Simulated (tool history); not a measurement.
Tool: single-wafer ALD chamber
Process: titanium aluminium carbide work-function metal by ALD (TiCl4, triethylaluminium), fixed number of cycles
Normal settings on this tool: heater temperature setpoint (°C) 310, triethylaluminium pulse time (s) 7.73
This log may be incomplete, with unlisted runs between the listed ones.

run	hour	heater temperature setpoint (°C)	triethylaluminium pulse time (s)	wafers since the last listed run	hours since the last thermocouple change	hours since the last triethylaluminium bottle change	hours since the showerhead was replaced	hours since the gauge calibration	read-back reference wafer on the same gauge, thickness_nm	mean film thickness on the monitor wafer (angstrom)
1	0.0	310	5.43	0	1475.6	1067.5	8061.1	352.7	1.891	15.62
# hour 6.4: gauge calibrated
2	23.9	310	5.43	255	1499.5	1091.4	8085.0	17.5	1.891	15.55
3	36.4	300	7.73	133	1512.0	1103.9	8097.5	30.0	1.891	16.14
4	70.0	300	7.73	358	1545.6	1137.5	8131.1	63.6	1.888	16.14
5	98.8	300	7.73	307	1574.4	1166.3	8159.9	92.4	1.890	16.14
6	132.8	310	7.73	362	1608.4	1200.3	8193.9	126.4	1.890	16.65
7	165.6	310	7.73	350	1641.2	1233.1	8226.7	159.2	1.890	16.68
8	184.1	310	7.73	197	1659.7	1251.6	8245.2	177.7	1.892	16.79
9	213.1	310	7.73	309	1688.7	1280.6	8274.2	206.7	1.890	16.70
10	245.2	310	7.73	342	1720.8	1312.7	8306.3	238.8	1.892	16.71
# hour 254.5: showerhead replaced
11	277.3	305	5.27	257	1752.9	1344.8	22.8	270.9	1.889	15.17
12	303.9	304	6.62	283	1779.5	1371.4	49.4	297.5	1.891	15.88
# hour 334.3: gauge calibrated
13	379.0	322	5.89	801	1854.6	1446.5	124.5	44.7	1.889	16.58
# hour 387.7: thermocouple changed; heater temperature recalibrated
14	397.3	310	7.73	109	9.6	1464.8	142.8	63.0	1.888	16.76
15	419.8	310	7.73	240	32.1	1487.3	165.3	85.5	1.890	16.71
# hour 428.3: triethylaluminium bottle replaced
16	449.4	310	7.73	230	61.7	21.1	194.9	115.1	1.890	17.42
17	480.4	306	6.05	330	92.7	52.1	225.9	146.1	1.891	16.42
18	493.3	306	6.69	137	105.6	65.0	238.8	159.0	1.888	16.72
19	522.8	298	4.89	314	135.1	94.5	268.3	188.5	1.891	15.20
20	556.5	310	5.43	359	168.8	128.2	302.0	222.2	1.890	16.27

3 ways to go on from here, each from the tool as it stands after run 20. What would each give?
A	556.9	310	9.52	4	169.2	128.6	302.4	222.6	?	?
B	556.9	318	4.97	4	169.2	128.6	302.4	222.6	?	?
C	556.9	302	10.47	4	169.2	128.6	302.4	222.6	?	?

run	read-back reference wafer on the same gauge, thickness_nm	mean film thickness on the monitor wafer (angstrom)
A	1.892	17.78
B	1.892	16.47
C	1.892	17.44
With no hidden state in the tool, these same runs would have given:
run	mean film thickness on the monitor wafer (angstrom)
A	17.95
B	16.81
C	17.59

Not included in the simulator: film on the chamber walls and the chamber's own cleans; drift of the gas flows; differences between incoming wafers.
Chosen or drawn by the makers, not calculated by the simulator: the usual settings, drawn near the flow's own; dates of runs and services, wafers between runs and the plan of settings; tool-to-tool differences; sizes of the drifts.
